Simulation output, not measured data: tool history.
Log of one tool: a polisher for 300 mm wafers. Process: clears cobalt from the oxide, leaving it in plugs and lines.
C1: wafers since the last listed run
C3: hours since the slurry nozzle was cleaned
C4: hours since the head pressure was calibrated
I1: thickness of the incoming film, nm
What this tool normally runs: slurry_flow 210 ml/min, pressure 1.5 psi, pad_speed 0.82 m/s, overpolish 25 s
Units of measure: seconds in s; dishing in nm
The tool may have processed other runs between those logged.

run 1 day=0.000 | slurry_flow=150 pressure=1.5 pad_speed=0.82 overpolish=25 | C1=0 wafers_polished_on_this_pad=1065 C3=550.8 C4=955.6 | I1=220.8 | seconds=81.2 dishing=42.1
-- day=0.454 slurry nozzle cleaned
-- day=0.925 worn pad replaced by a new one
run 2 day=2.158 | slurry_flow=225 pressure=1.5 pad_speed=0.82 overpolish=25 | C1=349 wafers_polished_on_this_pad=220 C3=40.9 C4=1007.4 | I1=218.6 | seconds=69.7 dishing=44.9
run 3 day=4.075 | slurry_flow=210 pressure=1.5 pad_speed=0.82 overpolish=25 | C1=343 wafers_polished_on_this_pad=563 C3=86.9 C4=1053.4 | I1=217.5 | seconds=72.1 dishing=45.1
run 4 day=5.854 | slurry_flow=210 pressure=1.5 pad_speed=0.82 overpolish=25 | C1=318 wafers_polished_on_this_pad=882 C3=129.6 C4=1096.1 | I1=217.5 | seconds=73.7 dishing=42.3
run 5 day=8.396 | slurry_flow=210 pressure=1.5 pad_speed=0.82 overpolish=25 | C1=454 wafers_polished_on_this_pad=1337 C3=190.6 C4=1157.1 | I1=221.8 | seconds=78.2 dishing=41.6
-- day=9.946 worn pad replaced by a new one
run 6 day=14.988 | slurry_flow=210 pressure=1.5 pad_speed=0.82 overpolish=25 | C1=1150 wafers_polished_on_this_pad=902 C3=348.8 C4=1315.3 | I1=223.5 | seconds=75.2 dishing=43.6
run 7 day=16.862 | slurry_flow=210 pressure=1.5 pad_speed=0.82 overpolish=25 | C1=335 wafers_polished_on_this_pad=1237 C3=393.8 C4=1360.3 | I1=216.5 | seconds=74.3 dishing=43.6

Run 8, settings as shown, results not yet in. Your forecast:
-- day=17.125 worn pad replaced by a new one, of another model than before
-- day=19.571 slurry nozzle cleaned
run 8 day=19.992 | slurry_flow=210 pressure=1.5 pad_speed=0.82 overpolish=17 | C1=522 wafers_polished_on_this_pad=506 C3=10.1 C4=1435.4 | I1=220.0 | seconds=? dishing=?

Run 8 gave seconds 73.2 s, dishing 35.4 nm.
Minus the tool's unlogged condition, the same run would have read seconds 71.4 s, dishing 36.0 nm.
